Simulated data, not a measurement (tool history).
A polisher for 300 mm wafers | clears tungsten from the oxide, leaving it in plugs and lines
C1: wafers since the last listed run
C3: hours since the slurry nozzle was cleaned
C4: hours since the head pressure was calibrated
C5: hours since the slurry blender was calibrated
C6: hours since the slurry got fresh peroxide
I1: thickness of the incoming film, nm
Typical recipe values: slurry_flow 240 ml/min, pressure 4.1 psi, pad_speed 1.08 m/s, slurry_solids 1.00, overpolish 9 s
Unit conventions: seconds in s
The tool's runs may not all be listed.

run 1 hour=0.0 | slurry_flow=240 pressure=4.1 pad_speed=1.08 slurry_solids=1.00 overpolish=9 | C1=0 wafers_polished_on_this_pad=222 C3=335.2 C4=371.4 C5=323.2 C6=195.3 | I1=260.0 | seconds=39.9
run 2 hour=33.0 | slurry_flow=240 pressure=4.4 pad_speed=1.08 slurry_solids=1.00 overpolish=9 | C1=215 wafers_polished_on_this_pad=438 C3=368.2 C4=404.4 C5=356.2 C6=228.3 | I1=259.4 | seconds=38.2
run 3 hour=58.2 | slurry_flow=240 pressure=4.1 pad_speed=1.08 slurry_solids=1.00 overpolish=9 | C1=164 wafers_polished_on_this_pad=603 C3=393.4 C4=429.6 C5=381.4 C6=253.5 | I1=264.8 | seconds=40.7
run 4 hour=88.5 | slurry_flow=240 pressure=4.1 pad_speed=1.08 slurry_solids=1.00 overpolish=9 | C1=198 wafers_polished_on_this_pad=801 C3=423.7 C4=459.9 C5=411.7 C6=283.8 | I1=255.1 | seconds=39.5
-- hour=122.6 slurry tank refilled with fresh slurry and peroxide
run 5 hour=152.1 | slurry_flow=240 pressure=4.1 pad_speed=1.08 slurry_solids=1.00 overpolish=9 | C1=409 wafers_polished_on_this_pad=1210 C3=487.3 C4=523.5 C5=475.3 C6=29.5 | I1=258.2 | seconds=40.4
run 6 hour=179.3 | slurry_flow=240 pressure=4.1 pad_speed=1.08 slurry_solids=1.00 overpolish=12 | C1=177 wafers_polished_on_this_pad=1388 C3=514.5 C4=550.7 C5=502.5 C6=56.7 | I1=265.8 | seconds=42.8
-- hour=190.2 slurry blender recalibrated
run 7 hour=220.9 | slurry_flow=240 pressure=4.1 pad_speed=1.08 slurry_solids=1.00 overpolish=12 | C1=258 wafers_polished_on_this_pad=1647 C3=556.1 C4=592.3 C5=30.7 C6=98.3 | I1=259.0 | seconds=42.2
-- hour=242.4 slurry nozzle cleaned
run 8 hour=262.0 | slurry_flow=240 pressure=4.1 pad_speed=1.08 slurry_solids=1.00 overpolish=12 | C1=262 wafers_polished_on_this_pad=1910 C3=19.6 C4=633.4 C5=71.8 C6=139.4 | I1=262.1 | seconds=43.4
-- hour=289.2 worn pad replaced by a new one
run 9 hour=293.3 | slurry_flow=240 pressure=4.1 pad_speed=1.08 slurry_solids=1.00 overpolish=9 | C1=178 wafers_polished_on_this_pad=27 C3=50.9 C4=664.7 C5=103.1 C6=170.7 | I1=264.2 | seconds=40.1
run 10 hour=323.7 | slurry_flow=240 pressure=4.1 pad_speed=1.08 slurry_solids=1.00 overpolish=9 | C1=198 wafers_polished_on_this_pad=225 C3=81.3 C4=695.1 C5=133.5 C6=201.1 | I1=254.7 | seconds=39.3
run 11 hour=348.8 | slurry_flow=265 pressure=4.1 pad_speed=0.76 slurry_solids=1.00 overpolish=9 | C1=164 wafers_polished_on_this_pad=390 C3=106.4 C4=720.2 C5=158.6 C6=226.2 | I1=259.9 | seconds=57.1
run 12 hour=393.5 | slurry_flow=240 pressure=4.1 pad_speed=1.08 slurry_solids=1.00 overpolish=9 | C1=292 wafers_polished_on_this_pad=682 C3=151.1 C4=764.9 C5=203.3 C6=270.9 | I1=259.2 | seconds=41.5
run 13 hour=425.5 | slurry_flow=210 pressure=4.7 pad_speed=0.84 slurry_solids=1.00 overpolish=9 | C1=209 wafers_polished_on_this_pad=891 C3=183.1 C4=796.9 C5=235.3 C6=302.9 | I1=259.4 | seconds=50.0
run 14 hour=473.1 | slurry_flow=240 pressure=4.1 pad_speed=1.08 slurry_solids=1.00 overpolish=9 | C1=311 wafers_polished_on_this_pad=1202 C3=230.7 C4=844.5 C5=282.9 C6=350.5 | I1=260.6 | seconds=42.6
-- hour=507.2 slurry tank refilled with fresh slurry and peroxide
run 15 hour=589.3 | slurry_flow=240 pressure=3.1 pad_speed=1.42 slurry_solids=0.75 overpolish=13 | C1=753 wafers_polished_on_this_pad=1956 C3=346.9 C4=960.7 C5=399.1 C6=82.1 | I1=261.3 | seconds=43.3

Expected results for the next run?
run 16 hour=622.0 | slurry_flow=325 pressure=4.1 pad_speed=1.08 slurry_solids=1.30 overpolish=9 | C1=213 wafers_polished_on_this_pad=2170 C3=379.6 C4=993.4 C5=431.8 C6=114.8 | I1=262.6 | seconds=?

Logged for run 16: seconds 40.9 s.
Minus the tool's unlogged condition, the same run would have read seconds 34.9 s.

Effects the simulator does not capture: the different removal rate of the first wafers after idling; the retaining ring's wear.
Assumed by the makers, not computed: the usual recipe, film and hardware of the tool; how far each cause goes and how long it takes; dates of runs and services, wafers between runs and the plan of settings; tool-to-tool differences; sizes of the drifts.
